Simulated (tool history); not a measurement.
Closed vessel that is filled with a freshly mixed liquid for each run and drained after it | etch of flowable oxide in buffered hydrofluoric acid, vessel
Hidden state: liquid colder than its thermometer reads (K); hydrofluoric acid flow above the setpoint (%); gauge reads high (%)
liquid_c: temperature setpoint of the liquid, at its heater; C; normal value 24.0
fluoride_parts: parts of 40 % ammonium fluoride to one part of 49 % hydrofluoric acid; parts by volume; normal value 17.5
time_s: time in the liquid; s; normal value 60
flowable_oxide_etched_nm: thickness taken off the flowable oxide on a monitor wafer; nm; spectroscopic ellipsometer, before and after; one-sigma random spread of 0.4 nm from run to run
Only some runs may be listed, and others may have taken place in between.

| run | hour | liquid_c | fluoride_parts | time_s | wafers since the last listed run | hours since the thermometer was replaced | hours since the hydrofluoric acid flow meter was replaced | hours since the gauge calibration | read-back film thickness of the flowable oxide reference wafer, read on the same gauge (nm) | flowable_oxide_etched_nm |
|---|---|---|---|---|---|---|---|---|---|---|
| 1 | 0.0 | 20.5 | 12.5 | 60 | 0 | 1174.4 | 173.7 | 969.7 | 80.00 | 139.77 |
| 2 | 70.9 | 27.5 | 17.5 | 70 | 8106 | 1245.3 | 244.6 | 1040.6 | 79.99 | 171.36 |
| 3 | 353.9 | 26.5 | 17.5 | 60 | 32355 | 1528.3 | 527.6 | 1323.6 | 80.00 | 139.74 |
| 4 | 450.4 | 26.5 | 17.5 | 60 | 11032 | 1624.8 | 624.1 | 1420.1 | 80.01 | 138.61 |
|  | 491.6 | hydrofluoric acid flow meter replaced |
| 5 | 512.9 | 26.5 | 17.5 | 60 | 7031 | 1687.3 | 21.3 | 1482.6 | 79.98 | 139.08 |
| 6 | 590.4 | 24.0 | 17.5 | 60 | 8860 | 1764.8 | 98.8 | 1560.1 | 80.01 | 120.55 |
|  | 612.1 | thermometer replaced |
| 7 | 682.2 | 24.0 | 17.5 | 60 | 10381 | 70.1 | 190.6 | 1651.9 | 80.01 | 124.86 |
| 8 | 724.5 | 24.0 | 15.5 | 60 | 4836 | 112.4 | 232.9 | 1694.2 | 80.00 | 139.46 |
| 9 | 1032.5 | 24.0 | 17.5 | 60 | 35213 | 420.4 | 540.9 | 2002.2 | 79.99 | 122.91 |
| 10 | 1090.0 | 24.0 | 17.5 | 60 | 6574 | 477.9 | 598.4 | 2059.7 | 80.00 | 122.59 |
| 11 | 1147.0 | 24.0 | 13.0 | 60 | 6516 | 534.9 | 655.4 | 2116.7 | 80.02 | 165.53 |
| 12 | 1189.4 | 24.0 | 13.0 | 60 | 4847 | 577.3 | 697.8 | 2159.1 | 80.01 | 164.78 |
|  | 1204.5 | hydrofluoric acid flow meter replaced |
| 13 | 1280.8 | 24.0 | 13.0 | 60 | 10335 | 668.7 | 76.3 | 2250.5 | 80.01 | 163.91 |
| 14 | 1318.6 | 24.0 | 17.5 | 60 | 4321 | 706.5 | 114.1 | 2288.3 | 79.97 | 122.19 |
| 15 | 1424.3 | 24.0 | 15.5 | 85 | 12084 | 812.2 | 219.8 | 2394.0 | 79.99 | 194.93 |
| 16 | 1469.4 | 24.0 | 17.5 | 60 | 5156 | 857.3 | 264.9 | 2439.1 | 80.01 | 122.09 |
| 17 | 1525.6 | 24.0 | 17.5 | 60 | 6425 | 913.5 | 321.1 | 2495.3 | 79.98 | 122.69 |
| 18 | 1607.4 | 24.0 | 15.0 | 60 | 9352 | 995.3 | 402.9 | 2577.1 | 80.01 | 142.09 |
|  | 1644.3 | gauge calibrated |
| 19 | 1667.0 | 22.0 | 14.5 | 40 | 6814 | 1054.9 | 462.5 | 22.7 | 80.03 | 87.81 |
| 20 | 1757.4 | 19.5 | 24.5 | 60 | 10335 | 1145.3 | 552.9 | 113.1 | 80.00 | 72.42 |
| 21 | 1809.6 | 19.5 | 23.0 | 30 | 5968 | 1197.5 | 605.1 | 165.3 | 79.98 | 37.72 |
|  | 1820.5 | hydrofluoric acid flow meter replaced |
| 22 | 1853.7 | 20.0 | 21.0 | 85 | 4927 | 1241.6 | 33.2 | 209.4 | 79.99 | 116.68 |
| 23 | 2120.1 | 24.0 | 17.5 | 60 | 30457 | 1508.0 | 299.6 | 475.8 | 79.99 | 120.66 |
| 24 | 2166.2 | 27.5 | 15.0 | 70 | 5270 | 1554.1 | 345.7 | 521.9 | 79.99 | 197.70 |
| 25 | 2234.6 | 21.0 | 12.0 | 70 | 7820 | 1622.5 | 414.1 | 590.3 | 79.99 | 172.27 |
| 26 | 2282.8 | 20.0 | 17.5 | 35 | 5510 | 1670.7 | 462.3 | 638.5 | 80.00 | 56.31 |
|  | 2360.8 | hydrofluoric acid flow meter replaced |
| 27 | 2369.8 | 28.5 | 17.5 | 60 | 9832 | 1757.7 | 9.0 | 725.5 | 79.99 | 153.47 |
| 28 | 2447.7 | 24.0 | 17.5 | 60 | 8906 | 1835.6 | 86.9 | 803.4 | 80.01 | 120.13 |
| 29 | 2489.9 | 22.5 | 24.5 | 35 | 4824 | 1877.8 | 129.1 | 845.6 | 80.01 | 49.20 |
| 30 | 2586.9 | 20.0 | 23.0 | 60 | 11090 | 1974.8 | 226.1 | 942.6 | 79.99 | 76.75 |
| 31 | 2659.6 | 26.0 | 20.5 | 40 | 8311 | 2047.5 | 298.8 | 1015.3 | 79.99 | 76.12 |
| 32 | 2697.7 | 24.0 | 13.0 | 30 | 4356 | 2085.6 | 336.9 | 1053.4 | 80.00 | 80.01 |
| 33 | 2794.0 | 20.5 | 19.5 | 30 | 11010 | 2181.9 | 433.2 | 1149.7 | 80.01 | 44.11 |

Hidden state, per run?
hydrofluoric acid flow above the setpoint (%): 0, the same for each run
gauge reads high (%): 0, the same for each run
H1: liquid colder than its thermometer reads (K)
| run | H1 |
|---|---|
| 1 | 0.396 |
| 2 | 0.419 |
| 3 | 0.512 |
| 4 | 0.543 |
| 5 | 0.563 |
| 6 | 0.589 |
| 7 | 0.0743 |
| 8 | 0.0881 |
| 9 | 0.189 |
| 10 | 0.207 |
| 11 | 0.226 |
| 12 | 0.24 |
| 13 | 0.27 |
| 14 | 0.282 |
| 15 | 0.317 |
| 16 | 0.331 |
| 17 | 0.35 |
| 18 | 0.376 |
| 19 | 0.396 |
| 20 | 0.425 |
| 21 | 0.442 |
| 22 | 0.457 |
| 23 | 0.544 |
| 24 | 0.559 |
| 25 | 0.581 |
| 26 | 0.597 |
| 27 | 0.625 |
| 28 | 0.651 |
| 29 | 0.665 |
| 30 | 0.696 |
| 31 | 0.72 |
| 32 | 0.733 |
| 33 | 0.764 |
